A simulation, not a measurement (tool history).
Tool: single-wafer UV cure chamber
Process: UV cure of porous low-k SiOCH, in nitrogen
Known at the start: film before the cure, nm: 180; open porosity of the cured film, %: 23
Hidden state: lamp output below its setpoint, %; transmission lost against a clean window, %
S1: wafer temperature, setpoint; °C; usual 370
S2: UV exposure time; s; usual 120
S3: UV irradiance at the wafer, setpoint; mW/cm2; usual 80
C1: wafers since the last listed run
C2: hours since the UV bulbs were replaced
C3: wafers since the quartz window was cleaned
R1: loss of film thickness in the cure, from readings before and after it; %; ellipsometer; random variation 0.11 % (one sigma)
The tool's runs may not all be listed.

run,day,S1,S2,S3,C1,C2,C3,R1
1,0,370,120,80,0,516.9,2735,9.049
2,1.562,370,120,80,378,554.4,3114,9.137
3,3.733,370,120,80,526,606.5,3640,9.195
4,6.183,370,120,110,594,665.3,4234,10.515
5,8.912,378,120,64,661,730.8,4896,8.458
6,11.9,378,120,64,724,802.5,5620,8.101
# day 14.371: quartz window cleaned
7,14.392,378,120,64,523,862.3,4,8.191
8,15.775,366,120,63,335,895.5,340,7.881
9,18.4,366,120,63,636,958.5,976,7.947
10,19.679,366,120,63,310,989.2,1286,7.933
11,21.942,379,120,80,548,1043.5,1835,9.166
12,23.892,379,120,80,472,1090.3,2308,9.115
13,32.304,379,120,80,2039,1292.2,4348,9.275
14,33.558,370,120,64,304,1322.3,4652,8.061
15,35.612,370,120,80,498,1371.6,5150,9.17
16,37.208,370,120,80,386,1409.9,5537,9.048
# day 39.608: quartz window cleaned
17,39.629,370,120,80,506,1468,5,9.257
18,42.004,370,120,80,575,1525,581,9.118
19,44.192,370,120,80,530,1577.5,1111,8.94
# day 44.975: UV bulbs replaced
20,46.95,370,120,80,588,47.4,1699,9.023
21,53.367,370,120,80,1555,201.4,3255,9.204
22,55.575,370,120,80,535,254.4,3790,9.066
23,57.021,387,120,97,350,289.1,4141,10.191
24,59.812,353,120,44,676,356.1,4818,6.088
25,62.038,359,120,96,539,409.5,5357,9.685
26,64.038,370,120,56,484,457.5,5842,7.394
# day 65.004: quartz window cleaned
27,66.388,370,120,80,488,513.9,335,8.982
28,74.158,370,70,43,1884,700.4,2219,4.341
29,75.854,352,120,80,411,741.1,2631,8.677
30,78.075,363,65,119,538,794.4,3169,7.846
31,80.554,370,120,80,601,853.9,3770,9.073
32,81.804,370,120,80,303,883.9,4073,8.78
33,83.642,370,120,80,445,928,4519,9.176
34,88.338,376,185,116,1138,1040.7,5657,12.929
# day 89.979: quartz window cleaned
35,90.833,370,180,80,524,1100.6,207,11.197
36,93.033,360,170,99,533,1153.4,740,11.513
37,95.625,385,190,98,628,1215.6,1369,12.704
38,98.35,361,75,49,660,1281,2029,4.75
39,101.267,388,120,46,707,1351,2737,6.93
40,103.542,366,120,63,551,1405.6,3288,7.869
41,105.396,370,120,43,449,1450.1,3738,6.345
42,106.675,360,120,42,310,1480.8,4048,6.096
43,108.588,370,120,80,463,1526.7,4512,8.957
44,111.296,352,65,50,656,1591.7,5169,4.265
45,113.054,370,120,80,426,1633.9,5595,9.031

4 ways to go on from here, each from the tool as it stands after run 45. What would each give?
A,113.075,370,120,80,5,1634.4,5600,?
B,113.075,354,120,42,5,1634.4,5600,?
C,113.075,358,145,97,5,1634.4,5600,?
D,113.075,370,120,55,5,1634.4,5600,?

run,R1
A,9.139
B,6.006
C,10.697
D,7.441
Without the tool's hidden state the same runs would have given:
run,R1
A,9.139
B,6.006
C,10.697
D,7.441
